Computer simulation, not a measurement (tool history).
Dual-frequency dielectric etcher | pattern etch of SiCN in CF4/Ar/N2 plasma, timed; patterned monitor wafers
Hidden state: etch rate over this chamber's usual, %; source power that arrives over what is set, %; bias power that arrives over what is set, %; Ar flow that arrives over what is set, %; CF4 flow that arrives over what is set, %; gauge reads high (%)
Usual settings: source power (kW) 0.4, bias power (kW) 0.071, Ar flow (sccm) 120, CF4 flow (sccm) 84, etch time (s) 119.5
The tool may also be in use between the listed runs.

| run | hour | source power (kW) | bias power (kW) | Ar flow (sccm) | CF4 flow (sccm) | etch time (s) | wafers since the last listed run | hours since the last wet clean | hours since the last source power generator calibration | hours since the last bias power generator calibration | hours since the last Ar flow controller change | hours since the last CF4 flow controller change | hours since the last upper electrode change | hours since the gauge calibration | read-back reference wafer on the same gauge, depth_nm | mean etch depth across the wafer (nm) |
|---|---|---|---|---|---|---|---|---|---|---|---|---|---|---|---|---|
| 1 | 0 | 0.4 | 0.071 | 120 | 84 | 119.5 | 0 | 471.4 | 2516.3 | 1886.8 | 5083.9 | 5147.3 | 4760.3 | 193.2 | 93.5 | 99.3 |
| 2 | 17 | 0.4 | 0.071 | 120 | 84 | 119.5 | 191 | 488.4 | 2533.3 | 1903.8 | 5100.9 | 5164.3 | 4777.3 | 210.2 | 93.5 | 99.1 |
|  | 23 | bias power generator calibrated |
| 3 | 27.7 | 0.48 | 0.085 | 120 | 84 | 119.5 | 75 | 499.1 | 2544 | 4.7 | 5111.6 | 5175 | 4788 | 220.9 | 93.5 | 127 |
| 4 | 34 | 0.48 | 0.085 | 120 | 84 | 119.5 | 70 | 505.4 | 2550.3 | 11 | 5117.9 | 5181.3 | 4794.3 | 227.2 | 93.5 | 126.9 |
|  | 45.6 | Ar flow controller replaced |
|  | 61 | wet clean of the chamber |
| 5 | 61.5 | 0.4 | 0.064 | 120 | 84 | 119.5 | 68 | 0.5 | 2577.8 | 38.5 | 15.9 | 5208.8 | 4821.8 | 254.7 | 93.5 | 97.4 |
|  | 86.5 | upper electrode replaced |
| 6 | 87 | 0.4 | 0.064 | 120 | 84 | 119.5 | 16 | 26 | 2603.3 | 64 | 41.4 | 5234.3 | 0.5 | 280.2 | 93.5 | 97.5 |
| 7 | 87.4 | 0.4 | 0.071 | 120 | 84 | 119.5 | 4 | 26.4 | 2603.7 | 64.4 | 41.8 | 5234.7 | 0.9 | 280.6 | 93.5 | 100.5 |
| 8 | 87.7 | 0.48 | 0.071 | 102 | 75 | 142.5 | 3 | 26.7 | 2604 | 64.7 | 42.1 | 5235 | 1.2 | 280.9 | 93.5 | 147.5 |
|  | 94.8 | gauge calibrated |
| 9 | 95.4 | 0.45 | 0.086 | 120 | 103 | 119.5 | 86 | 34.4 | 2611.7 | 72.4 | 49.8 | 5242.7 | 8.9 | 0.6 | 93.5 | 123.4 |
| 10 | 109 | 0.4 | 0.062 | 120 | 84 | 99.5 | 152 | 48 | 2625.3 | 86 | 63.4 | 5256.3 | 22.5 | 14.2 | 93.4 | 80.3 |
|  | 118.5 | CF4 flow controller replaced |
|  | 121.5 | source power generator calibrated |
| 11 | 122 | 0.33 | 0.071 | 149 | 67 | 119.5 | 45 | 61 | 0.5 | 99 | 76.4 | 3.5 | 35.5 | 27.2 | 93.5 | 71.6 |
| 12 | 122.4 | 0.4 | 0.071 | 96 | 84 | 119.5 | 4 | 61.4 | 0.9 | 99.4 | 76.8 | 3.9 | 35.9 | 27.6 | 93.5 | 98.1 |
| 13 | 129.8 | 0.4 | 0.06 | 94 | 77 | 143 | 83 | 68.8 | 8.3 | 106.8 | 84.2 | 11.3 | 43.3 | 35 | 93.6 | 111.3 |
| 14 | 138.5 | 0.4 | 0.071 | 120 | 84 | 119.5 | 97 | 77.5 | 17 | 115.5 | 92.9 | 20 | 52 | 43.7 | 93.5 | 94.1 |
| 15 | 145.9 | 0.43 | 0.071 | 120 | 84 | 119.5 | 83 | 84.9 | 24.4 | 122.9 | 100.3 | 27.4 | 59.4 | 51.1 | 93.6 | 101.9 |
| 16 | 155.5 | 0.36 | 0.071 | 120 | 95 | 119.5 | 107 | 94.5 | 34 | 132.5 | 109.9 | 37 | 69 | 60.7 | 93.5 | 85.3 |
| 17 | 187 | 0.4 | 0.06 | 120 | 84 | 119.5 | 354 | 126 | 65.5 | 164 | 141.4 | 68.5 | 100.5 | 92.2 | 93.5 | 89.6 |
| 18 | 195.7 | 0.4 | 0.056 | 120 | 84 | 96 | 97 | 134.7 | 74.2 | 172.7 | 150.1 | 77.2 | 109.2 | 100.9 | 93.5 | 70.7 |
| 19 | 212.9 | 0.33 | 0.071 | 120 | 84 | 143 | 193 | 151.9 | 91.4 | 189.9 | 167.3 | 94.4 | 126.4 | 118.1 | 93.5 | 91.5 |
| 20 | 221.1 | 0.4 | 0.071 | 120 | 84 | 119.5 | 92 | 160.1 | 99.6 | 198.1 | 175.5 | 102.6 | 134.6 | 126.3 | 93.5 | 94.4 |

What the log doesn't show, run by run:
bias power that arrives over what is set, %: 0 in every run
Ar flow that arrives over what is set, %: 0 in every run
CF4 flow that arrives over what is set, %: 0 in every run
gauge reads high (%): 0 in every run
H1: etch rate over this chamber's usual, %
H2: source power that arrives over what is set, %
| run | H1 | H2 |
|---|---|---|
| 1 | -1.15 | 5.58 |
| 2 | -1.18 | 5.61 |
| 3 | -1.21 | 5.64 |
| 4 | -1.22 | 5.65 |
| 5 | -0.0684 | 5.71 |
| 6 | -0.121 | 5.76 |
| 7 | -0.122 | 5.76 |
| 8 | -0.122 | 5.76 |
| 9 | -0.138 | 5.78 |
| 10 | -0.166 | 5.8 |
| 11 | -0.193 | -0.381 |
| 12 | -0.194 | -0.38 |
| 13 | -0.209 | -0.364 |
| 14 | -0.227 | -0.346 |
| 15 | -0.242 | -0.331 |
| 16 | -0.262 | -0.311 |
| 17 | -0.327 | -0.246 |
| 18 | -0.345 | -0.228 |
| 19 | -0.381 | -0.193 |
| 20 | -0.398 | -0.176 |
